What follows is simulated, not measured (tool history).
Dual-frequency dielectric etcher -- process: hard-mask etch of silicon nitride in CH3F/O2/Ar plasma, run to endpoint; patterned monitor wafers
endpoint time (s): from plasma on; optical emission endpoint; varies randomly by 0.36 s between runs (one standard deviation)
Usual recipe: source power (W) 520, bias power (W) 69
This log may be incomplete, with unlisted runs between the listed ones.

| run | hour | source power (W) | bias power (W) | incoming incoming film thickness, nm | endpoint time (s) |
|---|---|---|---|---|---|
| 1 | 0 | 520 | 61 | 47.93 | 74.5 |
| 2 | 7 | 520 | 61 | 48.43 | 74.7 |
| 3 | 19.9 | 550 | 80 | 48.11 | 66.4 |
| 4 | 36 | 550 | 80 | 48.53 | 67.1 |
| 5 | 43 | 550 | 80 | 48.16 | 66.4 |
| 6 | 57.9 | 520 | 60 | 47.98 | 75.2 |
| 7 | 66.3 | 520 | 69 | 47.71 | 71 |
| 8 | 79.6 | 520 | 69 | 47.26 | 71.1 |
| 9 | 94.3 | 450 | 69 | 48.1 | 77.1 |
| 10 | 111.1 | 450 | 69 | 48.03 | 78.4 |
| 11 | 120.3 | 450 | 69 | 47.96 | 77.7 |
|  | 144.8 | upper electrode replaced |
| 12 | 145.3 | 410 | 69 | 48.11 | 82.5 |
| 13 | 145.6 | 520 | 69 | 48.11 | 72.4 |
| 14 | 151 | 610 | 65 | 47.9 | 67.5 |
| 15 | 161.1 | 570 | 76 | 47.73 | 66.6 |
| 16 | 173.5 | 520 | 69 | 47.82 | 72.1 |
| 17 | 184.5 | 480 | 69 | 47.66 | 74.8 |
| 18 | 195 | 630 | 80 | 47.92 | 63.2 |
|  | 212.1 | source power generator calibrated |
|  | 228.3 | wet clean of the chamber |
|  | 237.2 | bias power generator calibrated |
| 19 | 245 | 440 | 69 | 47.97 | 74.4 |
| 20 | 257.9 | 460 | 60 | 48.05 | 76 |
| 21 | 275.8 | 550 | 63 | 47.66 | 67.4 |
| 22 | 290.2 | 520 | 69 | 47.81 | 68.7 |
| 23 | 306.2 | 460 | 83 | 47.78 | 68.3 |

What if the next run were any one of these 4? Each begins from the tool's condition after run 23:
| A | 306.6 | 520 | 69 | 48.11 | ? |
| B | 306.6 | 600 | 63 | 48.11 | ? |
| C | 306.6 | 440 | 74 | 48.11 | ? |
| D | 306.6 | 430 | 54 | 48.11 | ? |

| run | endpoint time (s) |
|---|---|
| A | 68.6 |
| B | 65.8 |
| C | 73.1 |
| D | 82.3 |
Take away the tool's hidden state, keep each run's random variation, and the runs would have read:
| run | endpoint time (s) |
|---|---|
| A | 68.3 |
| B | 65.5 |
| C | 72.8 |
| D | 81.8 |
